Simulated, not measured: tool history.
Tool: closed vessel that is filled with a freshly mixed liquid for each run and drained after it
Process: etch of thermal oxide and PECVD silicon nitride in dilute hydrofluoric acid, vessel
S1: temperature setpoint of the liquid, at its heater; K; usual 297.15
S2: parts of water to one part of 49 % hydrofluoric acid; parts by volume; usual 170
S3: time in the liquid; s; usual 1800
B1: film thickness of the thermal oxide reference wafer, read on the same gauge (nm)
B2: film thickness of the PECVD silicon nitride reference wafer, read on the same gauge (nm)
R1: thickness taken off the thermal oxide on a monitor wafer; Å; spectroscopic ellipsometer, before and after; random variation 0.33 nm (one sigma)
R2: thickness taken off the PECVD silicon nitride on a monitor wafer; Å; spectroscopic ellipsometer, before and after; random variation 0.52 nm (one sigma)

{"run": 1, "hour": 0.0, "S1": 297.15, "S2": 170, "S3": 1800, "B1": 139.99, "B2": 80, "R1": 456.6, "R2": 537.5}
{"run": 2, "hour": 32.4, "S1": 297.15, "S2": 170, "S3": 1800, "B1": 139.99, "B2": 80, "R1": 450.9, "R2": 532.7}
{"run": 3, "hour": 92.2, "S1": 297.15, "S2": 170, "S3": 1800, "B1": 140, "B2": 80, "R1": 462.5, "R2": 537.6}
{"run": 4, "hour": 160.1, "S1": 297.15, "S2": 170, "S3": 1800, "B1": 140.01, "B2": 80.01, "R1": 455.1, "R2": 532}
{"run": 5, "hour": 201.9, "S1": 297.15, "S2": 150, "S3": 1050, "B1": 139.97, "B2": 80.03, "R1": 310.7, "R2": 355.1}
{"run": 6, "hour": 253.1, "S1": 297.15, "S2": 150, "S3": 1050, "B1": 140.02, "B2": 80.02, "R1": 311.2, "R2": 356}
{"run": 7, "hour": 305.1, "S1": 297.15, "S2": 150, "S3": 1050, "B1": 139.96, "B2": 79.99, "R1": 309.8, "R2": 363.5}
{"run": 8, "hour": 344.9, "S1": 297.15, "S2": 170, "S3": 1800, "B1": 139.99, "B2": 80, "R1": 458.7, "R2": 545.3}
{"run": 9, "hour": 388.5, "S1": 297.15, "S2": 170, "S3": 1800, "B1": 140.03, "B2": 79.99, "R1": 461.7, "R2": 530.5}
{"run": 10, "hour": 454.8, "S1": 300.15, "S2": 170, "S3": 1800, "B1": 140.02, "B2": 80.02, "R1": 514.6, "R2": 658.4}
{"run": 11, "hour": 514.0, "S1": 300.15, "S2": 170, "S3": 1800, "B1": 139.99, "B2": 79.99, "R1": 514.6, "R2": 648.4}
{"run": 12, "hour": 539.0, "S1": 297.15, "S2": 170, "S3": 1800, "B1": 139.97, "B2": 80, "R1": 461.5, "R2": 537.7}
{"hour": 590.8, "done": "thermometer replaced"}
{"run": 13, "hour": 601.7, "S1": 297.15, "S2": 170, "S3": 1800, "B1": 140.01, "B2": 80.02, "R1": 461.7, "R2": 546.8}
{"run": 14, "hour": 656.0, "S1": 297.15, "S2": 110, "S3": 1800, "B1": 140.02, "B2": 80.02, "R1": 775.2, "R2": 832.5}
{"run": 15, "hour": 719.7, "S1": 297.15, "S2": 95, "S3": 2215, "B1": 140, "B2": 80.02, "R1": 1115.2, "R2": 1205}
{"hour": 750.7, "done": "hydrofluoric acid flow meter replaced"}
{"run": 16, "hour": 777.2, "S1": 297.15, "S2": 170, "S3": 895, "B1": 140.01, "B2": 80.01, "R1": 240.3, "R2": 281.7}
{"hour": 795.6, "done": "gauge calibrated"}
{"run": 17, "hour": 840.0, "S1": 297.15, "S2": 170, "S3": 1800, "B1": 140, "B2": 79.99, "R1": 485.2, "R2": 559.2}
{"run": 18, "hour": 893.3, "S1": 293.15, "S2": 85, "S3": 2385, "B1": 140.02, "B2": 80.01, "R1": 1181.6, "R2": 1138.3}
{"run": 19, "hour": 938.2, "S1": 294.15, "S2": 220, "S3": 1215, "B1": 140, "B2": 79.99, "R1": 214.4, "R2": 247.1}
{"run": 20, "hour": 972.4, "S1": 294.65, "S2": 145, "S3": 1800, "B1": 140.02, "B2": 79.99, "R1": 528.4, "R2": 567}
{"hour": 974.3, "done": "hydrofluoric acid flow meter replaced, repeated, since the last time left the tool worse"}
{"run": 21, "hour": 1008.2, "S1": 299.15, "S2": 240, "S3": 1115, "B1": 139.97, "B2": 79.99, "R1": 191.9, "R2": 265.4}
{"run": 22, "hour": 1075.8, "S1": 300.15, "S2": 105, "S3": 1045, "B1": 140, "B2": 79.99, "R1": 510.4, "R2": 602.2}

4 ways to go on from here, each from the tool as it stands after run 22. What would each give?
{"run": "A", "hour": 1077.0, "S1": 297.15, "S2": 170, "S3": 2115, "B1": "?", "B2": "?", "R1": "?", "R2": "?"}
{"run": "B", "hour": 1077.0, "S1": 294.15, "S2": 170, "S3": 1800, "B1": "?", "B2": "?", "R1": "?", "R2": "?"}
{"run": "C", "hour": 1077.0, "S1": 297.15, "S2": 85, "S3": 2755, "B1": "?", "B2": "?", "R1": "?", "R2": "?"}
{"run": "D", "hour": 1077.0, "S1": 297.15, "S2": 170, "S3": 890, "B1": "?", "B2": "?", "R1": "?", "R2": "?"}

run=A B1=140 B2=80 R1=524.6 R2=622.6
run=B B1=140 B2=80 R1=398 R2=436.1
run=C B1=140 B2=80 R1=1510 R2=1608.5
run=D B1=140 B2=80 R1=220.8 R2=262
Without the tool's hidden state the same runs would have given:
run=A R1=520.1 R2=618.1
run=B R1=394.6 R2=433
run=C R1=1498 R2=1597.1
run=D R1=218.9 R2=260.1
